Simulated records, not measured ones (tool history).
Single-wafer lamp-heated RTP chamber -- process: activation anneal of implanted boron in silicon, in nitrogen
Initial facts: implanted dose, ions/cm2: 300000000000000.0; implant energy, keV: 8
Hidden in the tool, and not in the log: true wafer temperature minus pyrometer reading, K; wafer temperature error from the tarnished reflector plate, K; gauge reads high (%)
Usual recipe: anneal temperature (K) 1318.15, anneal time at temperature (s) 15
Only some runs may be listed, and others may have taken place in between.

| run | hour | anneal temperature (K) | anneal time at temperature (s) | wafers since the last listed run | wafers since the last pyrometer calibration | wafers since the reflector plate was cleaned | hours since the gauge calibration | read-back reference wafer on the same gauge, sheet resistance | sheet resistance of the implanted and annealed layer (ohm/square) |
|---|---|---|---|---|---|---|---|---|---|
| 1 | 0.0 | 1318.15 | 15 | 0 | 784 | 5476 | 1236.0 | 303.42 | 375.11 |
|  | 52.0 | reflector plate cleaned |
| 2 | 59.7 | 1318.15 | 15 | 797 | 1582 | 118 | 1295.7 | 303.42 | 373.78 |
| 3 | 155.3 | 1318.15 | 15 | 1474 | 3056 | 1593 | 1391.3 | 303.60 | 373.16 |
| 4 | 223.4 | 1318.15 | 15 | 1050 | 4107 | 2643 | 1459.4 | 303.66 | 374.62 |
| 5 | 263.3 | 1318.15 | 19 | 615 | 4722 | 3258 | 1499.3 | 303.56 | 372.99 |
|  | 276.9 | pyrometer window cleaned and pyrometer calibrated |
| 6 | 323.3 | 1318.15 | 19 | 802 | 716 | 4060 | 1559.3 | 303.69 | 372.42 |
| 7 | 383.7 | 1318.15 | 15 | 931 | 1647 | 4992 | 1619.7 | 303.77 | 373.98 |
| 8 | 470.0 | 1318.15 | 15 | 1331 | 2978 | 6323 | 1706.0 | 303.64 | 373.40 |
|  | 484.0 | reflector plate cleaned |
|  | 549.9 | pyrometer window cleaned and pyrometer calibrated |
| 9 | 550.4 | 1318.15 | 15 | 993 | 7 | 901 | 1786.4 | 303.73 | 374.56 |
|  | 588.0 | gauge calibrated |
| 10 | 597.1 | 1318.15 | 15 | 720 | 727 | 1621 | 9.1 | 299.45 | 369.22 |
| 11 | 675.1 | 1318.15 | 15 | 1203 | 1930 | 2824 | 87.1 | 300.04 | 369.91 |
| 12 | 716.6 | 1341.15 | 11 | 640 | 2571 | 3464 | 128.6 | 300.27 | 369.68 |
| 13 | 756.5 | 1318.15 | 23 | 615 | 3186 | 4080 | 168.5 | 300.46 | 367.08 |
| 14 | 800.3 | 1337.15 | 11 | 675 | 3862 | 4755 | 212.3 | 300.73 | 370.46 |
|  | 870.4 | pyrometer window cleaned and pyrometer calibrated |
|  | 874.7 | reflector plate cleaned |
| 15 | 889.3 | 1318.15 | 15 | 1182 | 224 | 224 | 301.3 | 301.18 | 371.35 |
| 16 | 969.0 | 1318.15 | 15 | 1229 | 1453 | 1453 | 381.0 | 301.43 | 371.14 |
| 17 | 1057.6 | 1318.15 | 15 | 1366 | 2820 | 2820 | 469.6 | 301.86 | 371.42 |
| 18 | 1124.3 | 1296.15 | 23 | 1028 | 3849 | 3849 | 536.3 | 302.11 | 372.72 |
|  | 1135.7 | pyrometer window cleaned and pyrometer calibrated |
| 19 | 1205.2 | 1332.15 | 22 | 1124 | 1071 | 4973 | 617.2 | 302.35 | 369.00 |
| 20 | 1278.7 | 1330.15 | 8 | 1133 | 2205 | 6107 | 690.7 | 302.34 | 374.88 |
|  | 1332.7 | reflector plate cleaned |
| 21 | 1333.2 | 1332.15 | 22 | 717 | 2922 | 7 | 745.2 | 302.52 | 369.92 |

Run 22 comes next. What will it give?
| 22 | 1373.6 | 1348.15 | 15 | 623 | 3545 | 630 | 785.6 | ? | ? |

{"run 22": {"read-back reference wafer on the same gauge, sheet resistance": 302.57, "sheet resistance of the implanted and annealed layer (ohm/square)": 369.58}}
Minus the tool's unlogged condition, the same run would have read sheet resistance of the implanted and annealed layer (ohm/square) 366.35.

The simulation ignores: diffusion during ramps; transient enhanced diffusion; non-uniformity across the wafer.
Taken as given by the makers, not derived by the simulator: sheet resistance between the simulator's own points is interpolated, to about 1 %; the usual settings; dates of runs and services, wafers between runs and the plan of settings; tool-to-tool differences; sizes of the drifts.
